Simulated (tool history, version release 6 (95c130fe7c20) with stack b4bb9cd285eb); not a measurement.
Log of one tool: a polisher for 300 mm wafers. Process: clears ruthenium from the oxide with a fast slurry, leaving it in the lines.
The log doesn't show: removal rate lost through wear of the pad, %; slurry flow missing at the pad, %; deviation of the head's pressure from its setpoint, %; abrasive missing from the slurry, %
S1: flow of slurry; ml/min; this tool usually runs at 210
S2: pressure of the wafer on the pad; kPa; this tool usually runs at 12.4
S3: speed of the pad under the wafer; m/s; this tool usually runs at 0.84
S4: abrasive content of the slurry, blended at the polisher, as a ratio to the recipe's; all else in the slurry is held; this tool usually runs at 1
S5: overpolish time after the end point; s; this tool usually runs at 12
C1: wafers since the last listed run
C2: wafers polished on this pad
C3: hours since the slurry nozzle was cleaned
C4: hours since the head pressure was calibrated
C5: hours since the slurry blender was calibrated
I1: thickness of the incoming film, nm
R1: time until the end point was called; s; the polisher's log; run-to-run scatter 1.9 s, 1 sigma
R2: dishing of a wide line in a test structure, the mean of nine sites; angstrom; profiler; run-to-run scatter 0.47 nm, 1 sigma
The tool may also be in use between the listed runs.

{"run": 1, "day": 0.0, "S1": 185, "S2": 12.4, "S3": 0.84, "S4": 1.05, "S5": 12, "C1": 0, "C2": 5061, "C3": 561.8, "C4": 660.2, "C5": 115.9, "I1": 231.3, "R1": 109, "R2": 246}
{"day": 2.867, "done": "worn pad replaced by a new one"}
{"day": 2.912, "done": "slurry nozzle cleaned"}
{"run": 2, "day": 3.442, "S1": 265, "S2": 12.4, "S3": 0.84, "S4": 1, "S5": 12, "C1": 773, "C2": 127, "C3": 12.7, "C4": 742.8, "C5": 198.5, "I1": 238.6, "R1": 105.4, "R2": 248}
{"run": 3, "day": 5.479, "S1": 210, "S2": 12.4, "S3": 1.02, "S4": 1, "S5": 12, "C1": 487, "C2": 614, "C3": 61.6, "C4": 791.7, "C5": 247.4, "I1": 231.4, "R1": 93.5, "R2": 277}
{"run": 4, "day": 7.521, "S1": 210, "S2": 12.4, "S3": 1.02, "S4": 1, "S5": 12, "C1": 488, "C2": 1103, "C3": 110.6, "C4": 840.7, "C5": 296.4, "I1": 235.1, "R1": 99.6, "R2": 268}
{"run": 5, "day": 10.438, "S1": 190, "S2": 12.4, "S3": 0.84, "S4": 1, "S5": 12, "C1": 697, "C2": 1800, "C3": 180.6, "C4": 910.7, "C5": 366.4, "I1": 236.9, "R1": 114.9, "R2": 222}
{"run": 6, "day": 12.717, "S1": 190, "S2": 12.4, "S3": 0.84, "S4": 1, "S5": 12, "C1": 545, "C2": 2346, "C3": 235.3, "C4": 965.4, "C5": 421.1, "I1": 233.9, "R1": 125.4, "R2": 209}
{"day": 16.071, "done": "head pressure recalibrated"}
{"run": 7, "day": 16.708, "S1": 210, "S2": 12.4, "S3": 0.84, "S4": 1, "S5": 12, "C1": 934, "C2": 3281, "C3": 331.1, "C4": 15.3, "C5": 516.9, "I1": 239.3, "R1": 136.7, "R2": 204}
{"run": 8, "day": 18.867, "S1": 210, "S2": 12.4, "S3": 0.84, "S4": 1, "S5": 12, "C1": 516, "C2": 3797, "C3": 382.9, "C4": 67.1, "C5": 568.7, "I1": 235.9, "R1": 139.3, "R2": 198}
{"day": 19.167, "done": "slurry blender recalibrated"}
{"run": 9, "day": 23.317, "S1": 210, "S2": 12.4, "S3": 0.84, "S4": 1, "S5": 12, "C1": 1044, "C2": 4841, "C3": 489.7, "C4": 173.9, "C5": 99.6, "I1": 235.7, "R1": 111.1, "R2": 238}
{"day": 26.133, "done": "worn pad replaced by a new one"}
{"run": 10, "day": 26.396, "S1": 210, "S2": 12.4, "S3": 0.84, "S4": 1, "S5": 12, "C1": 696, "C2": 62, "C3": 563.6, "C4": 247.8, "C5": 173.5, "I1": 234, "R1": 110.1, "R2": 235}
{"day": 30.333, "done": "slurry nozzle cleaned"}
{"run": 11, "day": 30.412, "S1": 210, "S2": 8.3, "S3": 0.72, "S4": 0.75, "S5": 12, "C1": 950, "C2": 1013, "C3": 1.9, "C4": 344.2, "C5": 269.9, "I1": 232.4, "R1": 199.4, "R2": 130}
{"run": 12, "day": 32.204, "S1": 210, "S2": 12.4, "S3": 0.84, "S4": 1, "S5": 12, "C1": 428, "C2": 1442, "C3": 44.9, "C4": 387.2, "C5": 312.9, "I1": 231.6, "R1": 118.6, "R2": 227}
{"run": 13, "day": 35.279, "S1": 155, "S2": 12.4, "S3": 0.84, "S4": 1.3, "S5": 7, "C1": 735, "C2": 2177, "C3": 118.7, "C4": 461, "C5": 386.7, "I1": 233.6, "R1": 108.4, "R2": 136}
{"run": 14, "day": 38.396, "S1": 265, "S2": 9.7, "S3": 1.04, "S4": 1, "S5": 12, "C1": 745, "C2": 2923, "C3": 193.5, "C4": 535.8, "C5": 461.5, "I1": 239, "R1": 122.8, "R2": 214}
{"run": 15, "day": 41.062, "S1": 175, "S2": 12.4, "S3": 0.84, "S4": 1, "S5": 12, "C1": 637, "C2": 3561, "C3": 257.5, "C4": 599.8, "C5": 525.5, "I1": 234.5, "R1": 137.2, "R2": 184}
{"run": 16, "day": 42.8, "S1": 210, "S2": 12.4, "S3": 0.7, "S4": 1, "S5": 12, "C1": 415, "C2": 3976, "C3": 299.2, "C4": 641.5, "C5": 567.2, "I1": 232, "R1": 164, "R2": 159}
{"day": 43.342, "done": "slurry blender recalibrated"}
{"day": 51.046, "done": "worn pad replaced by a new one"}
{"run": 17, "day": 52.8, "S1": 160, "S2": 12.4, "S3": 0.92, "S4": 0.85, "S5": 14, "C1": 2332, "C2": 419, "C3": 539.2, "C4": 881.5, "C5": 227, "I1": 233.6, "R1": 117.3, "R2": 242}
{"day": 54.225, "done": "slurry nozzle cleaned"}
{"run": 18, "day": 56.183, "S1": 210, "S2": 12.4, "S3": 0.84, "S4": 1, "S5": 12, "C1": 799, "C2": 1219, "C3": 47, "C4": 962.7, "C5": 308.2, "I1": 230.4, "R1": 114.9, "R2": 224}
{"day": 58.117, "done": "head pressure recalibrated"}
{"run": 19, "day": 63.7, "S1": 210, "S2": 12.4, "S3": 0.84, "S4": 1, "S5": 12, "C1": 1778, "C2": 2997, "C3": 227.4, "C4": 134, "C5": 488.6, "I1": 237.2, "R1": 136.1, "R2": 200}
{"day": 65.171, "done": "slurry blender recalibrated"}
{"run": 20, "day": 66.929, "S1": 210, "S2": 12.4, "S3": 0.84, "S4": 0.85, "S5": 12, "C1": 752, "C2": 3749, "C3": 304.9, "C4": 211.5, "C5": 42.2, "I1": 238.4, "R1": 119.9, "R2": 217}
{"run": 21, "day": 68.642, "S1": 255, "S2": 12.4, "S3": 0.84, "S4": 1, "S5": 12, "C1": 409, "C2": 4159, "C3": 346, "C4": 252.6, "C5": 83.3, "I1": 234.2, "R1": 108.4, "R2": 247}
{"run": 22, "day": 72.117, "S1": 210, "S2": 12.4, "S3": 0.84, "S4": 1, "S5": 12, "C1": 831, "C2": 4990, "C3": 429.4, "C4": 336, "C5": 166.7, "I1": 239.2, "R1": 112.7, "R2": 232}

What does the tool deliver on the next run?
{"day": 73.496, "done": "worn pad replaced by a new one"}
{"run": 23, "day": 75.721, "S1": 210, "S2": 12.4, "S3": 0.96, "S4": 1, "S5": 12, "C1": 822, "C2": 532, "C3": 515.9, "C4": 422.5, "C5": 253.2, "I1": 235.6, "R1": "?", "R2": "?"}

For run 23 the tool returned R1 103.7 s, R2 254 angstrom.
Were there no unlogged condition in the tool, this run, its random variation unchanged, would have produced R1 97.4 s, R2 269 angstrom.
